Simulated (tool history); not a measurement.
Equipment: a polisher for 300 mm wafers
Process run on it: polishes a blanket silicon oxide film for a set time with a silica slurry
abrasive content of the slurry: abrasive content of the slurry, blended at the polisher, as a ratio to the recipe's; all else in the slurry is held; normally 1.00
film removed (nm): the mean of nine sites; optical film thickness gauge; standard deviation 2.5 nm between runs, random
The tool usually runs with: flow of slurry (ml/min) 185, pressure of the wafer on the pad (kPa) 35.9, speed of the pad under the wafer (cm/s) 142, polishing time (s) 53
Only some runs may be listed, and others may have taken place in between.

run	day	flow of slurry (ml/min)	pressure of the wafer on the pad (kPa)	speed of the pad under the wafer (cm/s)	abrasive content of the slurry	polishing time (s)	wafers since the last listed run	wafers polished on this pad	hours since the slurry nozzle was cleaned	hours since the head pressure was calibrated	hours since the slurry blender was calibrated	hours since the conditioning disc was replaced	incoming thickness of the incoming film, nm	film removed (nm)
1	0.000	185	35.9	142	1.00	53	0	3810	87.6	564.5	70.8	227.8	1732.7	238.3
2	2.912	185	35.9	142	1.00	53	974	4784	157.5	634.4	140.7	297.7	1769.8	236.1
3	4.062	185	35.9	142	1.00	53	384	5169	185.1	662.0	168.3	325.3	1773.7	235.7
4	5.358	240	35.9	142	1.00	53	433	5603	216.2	693.1	199.4	356.4	1747.8	244.4
# day 6.746: worn pad replaced by a new one
5	7.579	185	35.9	142	1.25	39	687	279	269.5	746.4	252.7	409.7	1731.4	192.7
6	9.142	185	42.1	158	1.15	53	522	802	307.0	783.9	290.2	447.2	1790.8	316.8
7	10.904	185	44.1	142	1.00	53	589	1392	349.3	826.2	332.5	489.5	1772.6	288.0
# day 11.829: conditioning disc replaced and pad reconditioned
# day 12.217: slurry nozzle cleaned
8	13.392	185	35.9	162	0.75	48	790	2182	28.2	885.9	392.2	37.5	1740.3	207.7
# day 14.046: slurry blender recalibrated
9	15.608	185	35.9	142	1.00	53	713	2896	81.4	939.1	37.5	90.7	1778.9	234.4
10	17.879	185	35.9	142	1.00	53	759	3656	135.9	993.6	92.0	145.2	1763.8	233.7
11	19.871	145	35.9	164	1.10	64	666	4322	183.7	1041.4	139.8	193.0	1769.3	315.4
12	22.529	185	29.6	142	1.30	53	889	5212	247.5	1105.2	203.6	256.8	1791.0	220.9
# day 25.088: worn pad replaced by a new one
13	25.321	185	35.9	142	1.00	53	878	78	314.5	1172.2	270.6	323.8	1787.9	238.9
# day 27.379: head pressure recalibrated
14	27.417	150	35.9	98	1.00	53	673	751	364.8	0.9	320.9	374.1	1756.7	183.1
15	28.538	185	35.9	160	1.00	53	375	1127	391.7	27.8	347.8	401.0	1775.8	275.3
# day 30.646: slurry nozzle cleaned
16	30.771	185	35.9	142	0.90	53	733	1860	3.0	81.4	401.4	454.6	1771.1	238.9
# day 31.379: conditioning disc replaced and pad reconditioned
17	32.525	205	35.9	174	0.90	53	559	2419	45.1	123.5	443.5	27.5	1753.0	284.0
18	33.971	185	35.9	120	1.00	53	483	2903	79.8	158.2	478.2	62.2	1771.1	217.0
# day 34.308: slurry blender recalibrated
19	35.462	135	35.9	142	0.90	35	471	3374	115.6	194.0	27.7	98.0	1791.2	144.9
20	37.912	220	35.9	108	1.20	36	819	4194	174.4	252.8	86.5	156.8	1761.4	143.9
21	40.604	185	35.9	142	1.30	53	900	5095	239.0	317.4	151.1	221.4	1731.6	268.3
22	43.188	185	35.9	118	1.00	43	864	5959	301.0	379.4	213.1	283.4	1768.6	167.7
# day 44.308: worn pad replaced by a new one
23	44.908	185	35.9	116	1.00	36	520	200	342.3	420.7	254.4	324.7	1783.5	142.1
24	46.796	185	35.9	142	1.00	59	631	831	387.6	466.0	299.7	370.0	1746.0	268.9
# day 47.075: slurry nozzle cleaned
# day 47.712: conditioning disc replaced and pad reconditioned
25	49.329	185	35.9	158	1.00	47	805	1637	54.1	526.8	360.5	38.8	1753.8	230.4

Consider 4 possible next runs. They are alternatives, not a sequence: every one starts from the tool as it was left by run 25. What does each give?
A	49.346	185	35.9	142	1.00	37	5	1643	54.5	527.2	360.9	39.2	1771.6	?
B	49.346	205	31.0	142	1.00	53	5	1643	54.5	527.2	360.9	39.2	1771.6	?
C	49.346	185	35.9	142	0.75	53	5	1643	54.5	527.2	360.9	39.2	1771.6	?
D	49.346	230	42.1	142	1.15	60	5	1643	54.5	527.2	360.9	39.2	1771.6	?

run	film removed (nm)
A	166.0
B	216.8
C	208.7
D	332.3
Without the tool's unlogged condition, the same runs would have read:
run	film removed (nm)
A	176.3
B	230.3
C	221.7
D	352.9
